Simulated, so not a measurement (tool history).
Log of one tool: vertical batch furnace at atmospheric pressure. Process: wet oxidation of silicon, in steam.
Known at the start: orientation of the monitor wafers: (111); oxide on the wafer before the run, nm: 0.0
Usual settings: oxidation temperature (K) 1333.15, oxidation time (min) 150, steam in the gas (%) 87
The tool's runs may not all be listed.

run	hour	oxidation temperature (K)	oxidation time (min)	steam in the gas (%)	wafers since the last listed run	hours since the last temperature calibration	hours since the steam generator was serviced	hours since the gauge calibration	read-back reference wafer on the same gauge, thickness	oxide thickness on the monitor wafer (nm)
1	0	1333.15	150	87	0	4401.7	3522.9	399.8	896.55	925.81
2	82.3	1333.15	150	87	1086	4484	3605.2	482.1	896.51	919.78
3	178.6	1333.15	91	87	1271	4580.3	3701.5	578.4	896.39	704.1
4	224.8	1333.15	91	87	610	4626.5	3747.7	624.6	896.09	702.93
5	261.8	1333.15	91	87	488	4663.5	3784.7	661.6	895.49	701.09
6	318.3	1333.15	194	87	746	4720	3841.2	718.1	896.46	1054.51
7	355.1	1333.15	194	87	485	4756.8	3878	754.9	895.92	1056.91
# hour 430.8: thermocouples replaced and temperature profile calibrated
8	452	1333.15	194	87	962	21.2	3974.9	851.8	896.01	1051.41
9	498.1	1333.15	150	96	608	67.3	4021	897.9	896.07	966.84
# hour 588.8: steam generator serviced
10	602	1333.15	150	96	1055	171.2	13.2	1001.8	896.25	1017.46
11	645.8	1333.15	150	95	578	215	57	1045.6	895.77	1011.96
12	691.3	1333.15	150	87	600	260.5	102.5	1091.1	895.74	967.69
# hour 693: gauge calibrated
13	760.4	1356.15	224	94	912	329.6	171.6	67.4	896.41	1340.14
14	806.9	1333.15	150	87	614	376.1	218.1	113.9	895.74	965.95
15	845.2	1333.15	103	87	505	414.4	256.4	152.2	896.26	786.58
16	915.3	1309.15	221	87	925	484.5	326.5	222.3	896.18	1092.39
17	969	1333.15	150	87	709	538.2	380.2	276	896.23	964.64
18	1069.1	1326.15	75.5	95	1321	638.3	480.3	376.1	896.41	679.17
19	1158.8	1321.15	111.5	79	1184	728	570	465.8	895.55	742.87
20	1222.8	1333.15	150	87	845	792	634	529.8	896.11	961.16

Hidden state at the last listed run before each entry between runs and at the first one after, where it differs:
Between runs 7 and 8: thermocouples replaced and temperature profile calibrated (hour 430.8)
  steam share off its setpoint, % of the setpoint: -8.68 -> -9.12
  measured less the result without the state, oxide thickness on the monitor wafer (nm): -52.51 -> -55.04
Between runs 9 and 10: steam generator serviced (hour 588.8)
  steam share off its setpoint, % of the setpoint: -9.32 -> -0.124
  measured less the result without the state, oxide thickness on the monitor wafer (nm): -52.14 -> -0.67
Between runs 12 and 13: gauge calibrated (hour 693)
  steam share off its setpoint, % of the setpoint: -0.13 -> -0.141
  measured less the result without the state, oxide thickness on the monitor wafer (nm): -0.67 -> -0.99
